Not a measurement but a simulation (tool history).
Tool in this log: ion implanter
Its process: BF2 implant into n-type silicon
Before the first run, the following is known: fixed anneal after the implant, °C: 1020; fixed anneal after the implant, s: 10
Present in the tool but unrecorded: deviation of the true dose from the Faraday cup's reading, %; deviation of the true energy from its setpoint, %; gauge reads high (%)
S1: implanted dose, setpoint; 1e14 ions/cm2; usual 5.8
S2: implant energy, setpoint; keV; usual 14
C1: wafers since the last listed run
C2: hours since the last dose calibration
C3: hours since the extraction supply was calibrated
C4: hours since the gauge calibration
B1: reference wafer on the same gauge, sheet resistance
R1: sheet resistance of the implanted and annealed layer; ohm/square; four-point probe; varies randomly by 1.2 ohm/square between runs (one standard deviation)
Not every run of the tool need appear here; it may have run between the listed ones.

run 1 hour=0 | S1=6.18 S2=14 | C1=0 C2=343 C3=5009.4 C4=511.8 | B1=309.53 | R1=261.75
run 2 hour=71.1 | S1=5.45 S2=14 | C1=1550 C2=414.1 C3=5080.5 C4=582.9 | B1=310.04 | R1=279.87
run 3 hour=124.7 | S1=5.8 S2=14 | C1=1168 C2=467.7 C3=5134.1 C4=636.5 | B1=311.38 | R1=273.19
run 4 hour=186.6 | S1=5.8 S2=14 | C1=1349 C2=529.6 C3=5196 C4=698.4 | B1=312.03 | R1=275.06
run 5 hour=225.8 | S1=5.8 S2=14 | C1=854 C2=568.8 C3=5235.2 C4=737.6 | B1=311.96 | R1=274.73
run 6 hour=349.5 | S1=5.8 S2=14 | C1=2697 C2=692.5 C3=5358.9 C4=861.3 | B1=313.02 | R1=274.47
-- hour=406.9 gauge calibrated
run 7 hour=411 | S1=5.8 S2=14 | C1=1341 C2=754 C3=5420.4 C4=4.1 | B1=302.34 | R1=265.5
run 8 hour=440.3 | S1=4.44 S2=14 | C1=638 C2=783.3 C3=5449.7 C4=33.4 | B1=303.25 | R1=308.64
run 9 hour=476.2 | S1=4.44 S2=14 | C1=782 C2=819.2 C3=5485.6 C4=69.3 | B1=302.92 | R1=307
-- hour=486.3 extraction supply calibrated
run 10 hour=537.4 | S1=4.44 S2=14 | C1=1160 C2=880.4 C3=51.1 C4=130.5 | B1=304.76 | R1=307.87
run 11 hour=572 | S1=5.8 S2=14 | C1=754 C2=915 C3=85.7 C4=165.1 | B1=304.98 | R1=266.27
run 12 hour=613.4 | S1=5.8 S2=14 | C1=902 C2=956.4 C3=127.1 C4=206.5 | B1=304.7 | R1=268.72
run 13 hour=653.8 | S1=4.44 S2=14 | C1=880 C2=996.8 C3=167.5 C4=246.9 | B1=305.27 | R1=312.45
-- hour=668.6 Faraday cup replaced and dose calibrated
run 14 hour=733.9 | S1=6.73 S2=12.5 | C1=1572 C2=65.3 C3=247.6 C4=327 | B1=306.49 | R1=260.59
run 15 hour=776.9 | S1=7.38 S2=18 | C1=937 C2=108.3 C3=290.6 C4=370 | B1=306.89 | R1=220.21
run 16 hour=829.2 | S1=6.99 S2=18 | C1=1140 C2=160.6 C3=342.9 C4=422.3 | B1=307.52 | R1=227.6
run 17 hour=866.7 | S1=6.63 S2=18 | C1=817 C2=198.1 C3=380.4 C4=459.8 | B1=308.07 | R1=232.03

Estimate the outcome of run 18 from the log above:
run 18 hour=936.1 | S1=6.34 S2=11.5 | C1=1513 C2=267.5 C3=449.8 C4=529.2 | B1=? | R1=?

Run 18 came out at B1 309.38, R1 279.12 ohm/square.
Had the tool carried no hidden state, the very same run would have given R1 274.47 ohm/square.
